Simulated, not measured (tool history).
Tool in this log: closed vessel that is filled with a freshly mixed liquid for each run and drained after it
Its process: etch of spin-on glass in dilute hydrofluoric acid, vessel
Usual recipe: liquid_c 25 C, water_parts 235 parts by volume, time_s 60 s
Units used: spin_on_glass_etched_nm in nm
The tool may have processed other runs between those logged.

run,hour,liquid_c,water_parts,time_s,"read-back film thickness of the spin-on glass reference wafer, read on the same gauge (nm)",spin_on_glass_etched_nm
1,0,23,235,60,30.01,13.97
2,13,23,235,60,29.99,13.97
3,46.7,23,235,60,30.02,14.07
4,118.5,25,235,60,29.99,14.96
5,141.9,25,235,60,30.01,15.03
6,175.2,28,235,60,29.97,16.83
7,188.8,25,235,60,30.02,15.08
8,218.9,25,235,60,30,15.13
9,246.2,25,235,60,29.99,15.2
10,269.8,25,235,60,30,14.72
# hour 283.2: thermometer replaced
# hour 293.6: hydrofluoric acid flow meter replaced
11,302.7,25,235,60,29.99,16.44
12,322.6,25,235,90,29.98,24.96
13,349.7,25,235,60,30.01,16.24
14,366.3,25,195,30,29.98,10.43
15,391.8,27.5,235,40,29.99,11.77
16,409.7,29,200,85,30.02,33.21
17,423.6,25,235,60,29.99,16.18
18,445.6,25,235,70,30.03,18.92
19,471,25,285,30,30,6.41
20,484.5,25,235,60,29.98,16.48
21,512.5,30,235,60,30.02,19.16
22,533.3,22,235,85,30.01,20.86
23,559.5,26.5,235,50,30.03,14.38
24,576.6,23,310,50,30.01,8.92
# hour 595.3: gauge calibrated
25,598.2,25,235,60,29.97,16.1
26,630.5,25,235,60,30,16.14
27,644.5,25,125,60,30.05,34.43
28,674.6,20,350,60,30,8.06
29,706.8,20.5,235,60,29.98,13.9
30,736.3,29.5,235,60,30.02,18.91
31,769.6,28,300,40,29.96,8.71
32,801.5,25,290,60,30.01,12.06
33,817.4,25,195,40,29.98,13.47
34,836.8,23,160,45,30.04,17.81

How would selected steps in spin_on_glass_etched_nm from run to run divide? Give the signed amount a tool lacking its hidden state would still show from settings, what came in and random variation, and the signed amount left for the hidden state, including any gauge scatter that is not in both of the compared results.
The hidden state here: liquid colder than its thermometer reads (K); hydrofluoric acid flow below the setpoint (%); gauge reads high (%).
Run 10 -> 11: thermometer replaced, hydrofluoric acid flow meter replaced. spin_on_glass_etched_nm +1.72 nm: hidden state +1.46, all else +0.26.
Run 15 -> 16: liquid_c 27.5 -> 29, water_parts 235 -> 200, time_s 40 -> 85. spin_on_glass_etched_nm +21.44 nm: hidden state -0.4, all else +21.84.
Run 26 -> 27: water_parts 235 -> 125. spin_on_glass_etched_nm +18.29 nm: hidden state -0.6, all else +18.89.
Run 27 -> 28: liquid_c 25 -> 20, water_parts 125 -> 350. spin_on_glass_etched_nm -26.37 nm: hidden state +0.8, all else -27.17.
